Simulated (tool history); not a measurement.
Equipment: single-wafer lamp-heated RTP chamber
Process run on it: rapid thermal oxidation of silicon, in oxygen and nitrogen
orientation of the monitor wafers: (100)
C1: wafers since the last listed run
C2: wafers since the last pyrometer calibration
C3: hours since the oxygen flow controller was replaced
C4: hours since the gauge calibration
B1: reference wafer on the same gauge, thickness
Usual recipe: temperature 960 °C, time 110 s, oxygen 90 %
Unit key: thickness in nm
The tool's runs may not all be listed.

Run 1, hour 0: usual settings but temperature 944 °C; C1 0; C2 3331; C3 2693.9; C4 712.1; B1 4.65. Result: thickness 4.674 nm.
At hour 19.4: pyrometer window cleaned and pyrometer calibrated.
Run 2, hour 19.9: usual settings but temperature 944 °C; C1 71; C2 2; C3 2713.8; C4 732; B1 4.65. Result: thickness 4.588 nm.
Run 3, hour 48.7: usual settings but time 95 s; C1 174; C2 176; C3 2742.6; C4 760.8; B1 4.65. Result: thickness 4.872 nm.
Run 4, hour 71.5: usual settings but time 95 s; C1 137; C2 314; C3 2765.4; C4 783.6; B1 4.647. Result: thickness 4.872 nm.
Run 5, hour 84.8: usual settings but time 95 s; C1 80; C2 395; C3 2778.7; C4 796.9; B1 4.65. Result: thickness 4.899 nm.
Run 6, hour 116: usual settings; C1 188; C2 583; C3 2809.9; C4 828.1; B1 4.651. Result: thickness 5.238 nm.
Run 7, hour 132.6: usual settings; C1 100; C2 683; C3 2826.5; C4 844.7; B1 4.65. Result: thickness 5.236 nm.
Run 8, hour 148.2: usual settings; C1 94; C2 778; C3 2842.1; C4 860.3; B1 4.65. Result: thickness 5.24 nm.
Run 9, hour 169.6: usual settings; C1 129; C2 907; C3 2863.5; C4 881.7; B1 4.65. Result: thickness 5.265 nm.
Run 10, hour 183.3: usual settings; C1 82; C2 990; C3 2877.2; C4 895.4; B1 4.651. Result: thickness 5.248 nm.
Run 11, hour 219.2: usual settings; C1 216; C2 1207; C3 2913.1; C4 931.3; B1 4.649. Result: thickness 5.264 nm.
Run 12, hour 242.3: usual settings; C1 139; C2 1346; C3 2936.2; C4 954.4; B1 4.65. Result: thickness 5.257 nm.
Run 13, hour 254.9: usual settings; C1 76; C2 1423; C3 2948.8; C4 967; B1 4.649. Result: thickness 5.264 nm.
Run 14, hour 284: usual settings but oxygen 98 %; C1 175; C2 1598; C3 2977.9; C4 996.1; B1 4.653. Result: thickness 5.41 nm.
Run 15, hour 304.3: usual settings; C1 122; C2 1721; C3 2998.2; C4 1016.4; B1 4.65. Result: thickness 5.269 nm.
At hour 324.1: gauge calibrated.
Run 16, hour 332.4: usual settings; C1 169; C2 1891; C3 3026.3; C4 8.3; B1 4.652. Result: thickness 5.275 nm.
Run 17, hour 357.3: usual settings; C1 150; C2 2041; C3 3051.2; C4 33.2; B1 4.651. Result: thickness 5.279 nm.
At hour 375: oxygen flow controller replaced.
Run 18, hour 391.4: usual settings but time 63 s; C1 157; C2 2199; C3 16.4; C4 67.3; B1 4.65. Result: thickness 4.161 nm.
Run 19, hour 407.9: usual settings; C1 99; C2 2299; C3 32.9; C4 83.8; B1 4.653. Result: thickness 5.285 nm.
Run 20, hour 443.9: usual settings; C1 217; C2 2516; C3 68.9; C4 119.8; B1 4.649. Result: thickness 5.286 nm.
Run 21, hour 458.2: usual settings but temperature 980 °C, time 92 s; C1 86; C2 2603; C3 83.2; C4 134.1; B1 4.651. Result: thickness 5.665 nm.
Run 22, hour 485.4: usual settings but temperature 950 °C, time 95 s; C1 164; C2 2767; C3 110.4; C4 161.3; B1 4.651. Result: thickness 4.594 nm.
Run 23, hour 518.4: usual settings; C1 199; C2 2967; C3 143.4; C4 194.3; B1 4.649. Result: thickness 5.291 nm.
At hour 542.2: pyrometer window cleaned and pyrometer calibrated.
Run 24, hour 554.4: usual settings; C1 169; C2 73; C3 179.4; C4 230.3; B1 4.65. Result: thickness 5.203 nm.
Run 25, hour 579.7: usual settings; C1 152; C2 226; C3 204.7; C4 255.6; B1 4.65. Result: thickness 5.207 nm.
Run 26, hour 594.1: usual settings but temperature 937 °C, time 137 s; C1 87; C2 313; C3 219.1; C4 270; B1 4.649. Result: thickness 4.81 nm.
Run 27, hour 609.3: usual settings but temperature 978 °C; C1 91; C2 405; C3 234.3; C4 285.2; B1 4.65. Result: thickness 6.001 nm.
Run 28, hour 637.9: usual settings but oxygen 98 %; C1 172; C2 578; C3 262.9; C4 313.8; B1 4.652. Result: thickness 5.399 nm.
Run 29, hour 655.8: usual settings; C1 108; C2 686; C3 280.8; C4 331.7; B1 4.65. Result: thickness 5.251 nm.
Run 30, hour 687.7: usual settings but temperature 987 °C, time 71 s, oxygen 63 %; C1 192; C2 879; C3 312.7; C4 363.6; B1 4.649. Result: thickness 4.704 nm.
Run 31, hour 707.3: usual settings but time 135 s; C1 118; C2 997; C3 332.3; C4 383.2; B1 4.653. Result: thickness 5.768 nm.
Run 32, hour 722.5: usual settings but temperature 945 °C, oxygen 98 %; C1 91; C2 1089; C3 347.5; C4 398.4; B1 4.65. Result: thickness 4.833 nm.
Run 33, hour 747.8: usual settings but temperature 938 °C, time 152 s, oxygen 65 %; C1 152; C2 1242; C3 372.8; C4 423.7; B1 4.65. Result: thickness 4.621 nm.
Run 34, hour 766.8: usual settings; C1 114; C2 1357; C3 391.8; C4 442.7; B1 4.652. Result: thickness 5.274 nm.
Run 35, hour 787.9: usual settings but temperature 942 °C, time 157 s, oxygen 73 %; C1 127; C2 1484; C3 412.9; C4 463.8; B1 4.65. Result: thickness 5.009 nm.

Alternative continuations, all from the tool just after run 35; predict every row:
Run A, hour 788.4: usual settings but time 70 s; C1 3; C2 1487; C3 413.4; C4 464.3; B1 ?. Result: thickness ?.
Run B, hour 788.4: usual settings but temperature 934 °C, time 131 s; C1 3; C2 1487; C3 413.4; C4 464.3; B1 ?. Result: thickness ?.
Run C, hour 788.4: usual settings but temperature 976 °C, time 131 s; C1 3; C2 1487; C3 413.4; C4 464.3; B1 ?. Result: thickness ?.
Run D, hour 788.4: usual settings but time 140 s, oxygen 98 %; C1 3; C2 1487; C3 413.4; C4 464.3; B1 ?. Result: thickness ?.

run     B1  thickness
  A  4.651      4.339
  B  4.651      4.665
  C  4.651      6.449
  D  4.651      6.053
The same runs, with their run-to-run variation unchanged, on a tool lacking any hidden condition would have given:
run  thickness
  A      4.264
  B       4.58
  C      6.332
  D      5.941
